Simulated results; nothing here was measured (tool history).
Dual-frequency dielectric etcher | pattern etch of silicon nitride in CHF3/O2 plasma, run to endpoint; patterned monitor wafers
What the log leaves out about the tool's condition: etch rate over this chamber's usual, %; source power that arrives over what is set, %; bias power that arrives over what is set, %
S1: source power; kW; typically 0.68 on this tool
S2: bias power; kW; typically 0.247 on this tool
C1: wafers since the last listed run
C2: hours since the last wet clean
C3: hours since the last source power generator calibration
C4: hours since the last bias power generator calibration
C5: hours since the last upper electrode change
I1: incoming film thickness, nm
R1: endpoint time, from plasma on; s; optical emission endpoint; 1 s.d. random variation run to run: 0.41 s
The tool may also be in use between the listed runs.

run    hour    S1     S2    C1     C2      C3      C4      C5    I1    R1
  1       0  0.68  0.247     0   37.4  1812.5     851  2646.1  97.5  51.9
  2    45.7  0.68  0.247   410   83.1  1858.2   896.7  2691.8  96.9  52.2
  3   136.9  0.68  0.247   819  174.3  1949.4   987.9    2783  96.9  51.2
  4     179  0.68  0.247   378  216.4  1991.5    1030  2825.1  96.8  50.4
  5     221  0.68  0.247   377  258.4  2033.5    1072  2867.1  96.2    50
  6     273  0.68  0.247   467  310.4  2085.5    1124  2919.1  97.6  51.1
  7   321.9  0.68  0.296   439  359.3  2134.4  1172.9    2968  97.7  46.7
  8   374.5  0.68  0.247   472  411.9    2187  1225.5  3020.6  97.5  50.1
  9   467.4  0.68  0.247   835  504.8  2279.9  1318.4  3113.5  98.1  49.9
      499.9  -- wet clean of the chamber
 10   562.5  0.68  0.247   639   62.6    2375  1413.5  3208.6  97.2  52.4
 11   663.3  0.68  0.222   906  163.4  2475.8  1514.3  3309.4    98  54.5
 12   728.5  0.68  0.222   586  228.6    2541  1579.5  3374.6  97.3  53.4
      759.3  -- source power generator calibrated
 13   803.4  0.68  0.247   637  303.5    44.1  1654.4  3449.5  97.1  50.2
 14   866.9  0.68  0.247   570    367   107.6  1717.9    3513    97  50.8
 15   926.8  0.55  0.247   538  426.9   167.5  1777.8  3572.9    97  55.1
 16   982.7  0.55  0.247   502  482.8   223.4  1833.7  3628.8    98    55
     1037.1  -- wet clean of the chamber
 17  1037.6  0.68  0.247   277    0.5   278.3  1888.6  3683.7  97.1  51.9
 18  1075.3   0.8  0.285   338   38.2     316  1926.3  3721.4  97.3  46.8
       1088  -- bias power generator calibrated
 19  1128.5  0.75  0.199   442   91.4   369.2    40.5  3774.6  96.6  53.5
 20  1231.9  0.82  0.276   929  194.8   472.6   143.9    3878  97.7  45.7
 21  1293.1  0.68  0.247   550    256   533.8   205.1  3939.2  96.6  50.4
 22  1337.5  0.68  0.247   399  300.4   578.2   249.5  3983.6    98    52
 23  1409.5  0.68  0.268   647  372.4   650.2   321.5  4055.6  97.8  49.6
 24  1475.6  0.68  0.247   594  438.5   716.3   387.6  4121.7  97.6  50.4
     1540.3  -- wet clean of the chamber
       1692  -- upper electrode replaced
 25  1767.9   0.8    0.2  2196  227.6  1008.6   679.9    75.9  96.7  51.5
 26  1825.8  0.56   0.19   520  285.5  1066.5   737.8   133.8  97.2  60.4
 27  1882.3  0.68  0.303   507    342    1123   794.3   190.3  97.3  46.2
 28  1975.3  0.77  0.247   836    435    1216   887.3   283.3  97.6  47.8
       2058  -- wet clean of the chamber
 29  2079.8  0.68  0.272   723   21.8  1320.5   991.8   387.8  97.9  51.8
 30  2176.5  0.57  0.223   869  118.5  1417.2  1088.5   484.5  97.8  58.6
 31  2272.4  0.58  0.198   862  214.4  1513.1  1184.4   580.4  97.1  59.9
 32  2315.9  0.78  0.208   391  257.9  1556.6  1227.9   623.9  97.5  51.8
 33  2409.3  0.56  0.225   839  351.3    1650  1321.3   717.3    98  56.7
 34  2451.2  0.58  0.208   376  393.2  1691.9  1363.2   759.2  97.2  57.2

Each row is a separate what-if for the run after 34, all from the same tool condition, not one after another. Results?
  A  2451.6  0.78  0.247   3  393.6  1692.3  1363.6  759.6  98   ?
  B  2451.6  0.52  0.198   3  393.6  1692.3  1363.6  759.6  98   ?
  C  2451.6  0.53  0.288   3  393.6  1692.3  1363.6  759.6  98   ?
  D  2451.6  0.54  0.247   3  393.6  1692.3  1363.6  759.6  98   ?

run    R1
  A  48.4
  B  61.7
  C    53
  D  55.9
Without the tool's unlogged condition, the same runs would have read:
run    R1
  A    50
  B  63.7
  C  54.7
  D  57.7

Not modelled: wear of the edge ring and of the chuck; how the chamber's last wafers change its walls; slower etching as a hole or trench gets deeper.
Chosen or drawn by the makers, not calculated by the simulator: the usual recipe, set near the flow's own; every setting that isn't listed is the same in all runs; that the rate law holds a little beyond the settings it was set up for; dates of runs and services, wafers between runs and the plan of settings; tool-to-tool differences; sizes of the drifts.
